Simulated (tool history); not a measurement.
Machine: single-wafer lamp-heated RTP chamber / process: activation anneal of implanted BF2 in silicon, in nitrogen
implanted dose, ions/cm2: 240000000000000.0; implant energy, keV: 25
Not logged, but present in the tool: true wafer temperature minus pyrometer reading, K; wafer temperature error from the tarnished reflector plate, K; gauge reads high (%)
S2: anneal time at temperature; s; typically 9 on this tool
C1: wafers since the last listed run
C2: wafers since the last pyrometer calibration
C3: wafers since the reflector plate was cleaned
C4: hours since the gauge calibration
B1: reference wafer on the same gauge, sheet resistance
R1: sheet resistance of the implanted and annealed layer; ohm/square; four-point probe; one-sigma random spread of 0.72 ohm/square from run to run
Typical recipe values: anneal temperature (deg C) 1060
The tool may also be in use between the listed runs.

run 1 hour=0 | anneal_temperature_(deg_C)=1037 S2=7 | C1=0 C2=1656 C3=2498 C4=298 | B1=385.04 | R1=477.34
run 2 hour=69.1 | anneal_temperature_(deg_C)=1037 S2=7 | C1=1858 C2=3514 C3=4356 C4=367.1 | B1=384.75 | R1=476.17
-- hour=114.3 reflector plate cleaned
run 3 hour=114.8 | anneal_temperature_(deg_C)=1037 S2=7 | C1=1013 C2=4528 C3=14 C4=412.8 | B1=384.59 | R1=476.07
-- hour=133.7 pyrometer window cleaned and pyrometer calibrated
run 4 hour=134.2 | anneal_temperature_(deg_C)=1082 S2=6 | C1=306 C2=13 C3=320 C4=432.2 | B1=384.58 | R1=474.17
run 5 hour=165.6 | anneal_temperature_(deg_C)=1060 S2=9 | C1=844 C2=858 C3=1164 C4=463.6 | B1=384.37 | R1=473.96
run 6 hour=214.9 | anneal_temperature_(deg_C)=1060 S2=9 | C1=1325 C2=2183 C3=2490 C4=512.9 | B1=384.4 | R1=473.84
run 7 hour=281.1 | anneal_temperature_(deg_C)=1060 S2=9 | C1=1780 C2=3964 C3=4270 C4=579.1 | B1=384.08 | R1=473.17
-- hour=319.9 reflector plate cleaned
-- hour=336 pyrometer window cleaned and pyrometer calibrated
run 8 hour=344 | anneal_temperature_(deg_C)=1060 S2=9 | C1=1261 C2=214 C3=434 C4=642 | B1=384.1 | R1=473.91
run 9 hour=390 | anneal_temperature_(deg_C)=1053 S2=7 | C1=1236 C2=1451 C3=1670 C4=688 | B1=383.86 | R1=474.19
run 10 hour=441.5 | anneal_temperature_(deg_C)=1060 S2=9 | C1=1384 C2=2835 C3=3055 C4=739.5 | B1=383.86 | R1=472.59
run 11 hour=490.4 | anneal_temperature_(deg_C)=1060 S2=9 | C1=1314 C2=4150 C3=4370 C4=788.4 | B1=383.78 | R1=472.31
-- hour=531.2 reflector plate cleaned
-- hour=540.1 pyrometer window cleaned and pyrometer calibrated
run 12 hour=540.6 | anneal_temperature_(deg_C)=1060 S2=9 | C1=919 C2=14 C3=38 C4=838.6 | B1=383.81 | R1=472.43
run 13 hour=606.1 | anneal_temperature_(deg_C)=1068 S2=11 | C1=1761 C2=1775 C3=1800 C4=904.1 | B1=383.51 | R1=470.38
run 14 hour=644.4 | anneal_temperature_(deg_C)=1060 S2=9 | C1=1029 C2=2805 C3=2829 C4=942.4 | B1=383.74 | R1=473.2
-- hour=709.4 reflector plate cleaned
run 15 hour=711.3 | anneal_temperature_(deg_C)=1060 S2=9 | C1=1583 C2=4389 C3=51 C4=1009.3 | B1=383.62 | R1=472.4
run 16 hour=742.1 | anneal_temperature_(deg_C)=1078 S2=14 | C1=828 C2=5217 C3=879 C4=1040.1 | B1=383.6 | R1=466.81
-- hour=768.4 gauge calibrated
-- hour=772.3 pyrometer window cleaned and pyrometer calibrated
run 17 hour=808.3 | anneal_temperature_(deg_C)=1060 S2=11 | C1=1565 C2=967 C3=2444 C4=39.9 | B1=388.26 | R1=476.56
run 18 hour=834 | anneal_temperature_(deg_C)=1060 S2=13 | C1=691 C2=1658 C3=3135 C4=65.6 | B1=387.78 | R1=475.12
run 19 hour=860.7 | anneal_temperature_(deg_C)=1069 S2=14 | C1=717 C2=2376 C3=3853 C4=92.3 | B1=387.57 | R1=472.64
-- hour=894.3 reflector plate cleaned
run 20 hour=908.1 | anneal_temperature_(deg_C)=1036 S2=9 | C1=1059 C2=3435 C3=371 C4=139.7 | B1=387.24 | R1=478.09
-- hour=957.2 pyrometer window cleaned and pyrometer calibrated
run 21 hour=967.1 | anneal_temperature_(deg_C)=1046 S2=12 | C1=1371 C2=265 C3=1742 C4=198.7 | B1=386.82 | R1=476.28
run 22 hour=996 | anneal_temperature_(deg_C)=1073 S2=9 | C1=777 C2=1042 C3=2519 C4=227.6 | B1=386.49 | R1=474.8
run 23 hour=1045.6 | anneal_temperature_(deg_C)=1082 S2=7 | C1=1333 C2=2376 C3=3853 C4=277.2 | B1=386.31 | R1=475.21

Forecast each of these 3 alternatives for the next run:
run A hour=1046 | anneal_temperature_(deg_C)=1060 S2=9 | C1=10 C2=2386 C3=3864 C4=277.6 | B1=? | R1=?
run B hour=1046 | anneal_temperature_(deg_C)=1040 S2=5 | C1=10 C2=2386 C3=3864 C4=277.6 | B1=? | R1=?
run C hour=1046 | anneal_temperature_(deg_C)=1071 S2=14 | C1=10 C2=2386 C3=3864 C4=277.6 | B1=? | R1=?

run=A B1=386.37 R1=476.38
run=B B1=386.37 R1=480.01
run=C B1=386.37 R1=470.76
Without the tool's unlogged condition, the same runs would have read:
run=A R1=478.42
run=B R1=482.06
run=C R1=472.77
